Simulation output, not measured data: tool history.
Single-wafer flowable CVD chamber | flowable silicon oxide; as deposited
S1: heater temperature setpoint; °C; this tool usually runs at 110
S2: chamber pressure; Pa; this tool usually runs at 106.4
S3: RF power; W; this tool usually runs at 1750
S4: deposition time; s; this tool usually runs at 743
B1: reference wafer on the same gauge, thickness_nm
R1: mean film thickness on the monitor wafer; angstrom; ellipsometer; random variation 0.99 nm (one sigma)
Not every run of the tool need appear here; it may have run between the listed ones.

run    hour   S1     S2    S3   S4       B1       R1
  1     0.0  100  112.1  1750  743  285.301  4204.37
  2    66.2  110  106.4  1750  743  284.457  2849.02
       77.4  -- gauge calibrated
  3   137.6  121   86.3  1750  743  285.064  1663.59
  4   456.0  121   86.3  1750  743  285.249  1658.87
  5   498.0  110  106.4  1750  743  285.087  2843.99
      518.8  -- RF generator calibrated
  6   579.7  110  106.4  1750  743  285.441  2884.26
  7   665.5  110  106.4  1750  743  285.140  2884.51
  8   752.5  117  106.4  1750  743  285.365  2318.82
      806.5  -- showerhead replaced, of another model than before
  9   808.8  110  106.4  1750  743  284.930  2857.00
 10   908.8  110  106.4  1750  743  284.971  2844.85
 11   963.8  110  106.4  1750  743  285.191  2846.01
 12  1034.4  110  125.3  1910  743  284.890  3236.52
     1062.8  -- thermocouple changed; heater temperature recalibrated
 13  1115.8  117  106.4  1750  743  285.065  2278.92
 14  1219.7  110  106.4  1750  743  285.075  2819.18
 15  1312.4  110  106.4  1750  743  285.141  2816.92
     1323.0  -- capacitance manometer re-zeroed and calibrated
 16  1361.5  110  106.4  2025  743  285.014  2953.90
 17  1455.2  110  106.4  1750  743  285.162  2825.41
 18  1557.1  115  131.7  1860  857  284.947  3230.37
 19  1655.2  103  106.4  1750  743  284.777  3588.96
     1670.6  -- gauge calibrated
     1710.3  -- RF generator calibrated
 20  1869.7  125  106.4  1750  604  285.142  1479.89
 21  1923.1  110  106.4  1750  743  284.748  2866.94
 22  1970.4  110   89.3  1750  743  285.116  2583.08

Run 23, settings as shown, results not yet in. Your forecast:
 23  2020.5  117  91.9  1750  743   ?   ?

Run 23 measured B1 285.198, R1 2108.29 angstrom.
Had the tool carried no hidden state, the very same run would have given R1 2145.20 angstrom.

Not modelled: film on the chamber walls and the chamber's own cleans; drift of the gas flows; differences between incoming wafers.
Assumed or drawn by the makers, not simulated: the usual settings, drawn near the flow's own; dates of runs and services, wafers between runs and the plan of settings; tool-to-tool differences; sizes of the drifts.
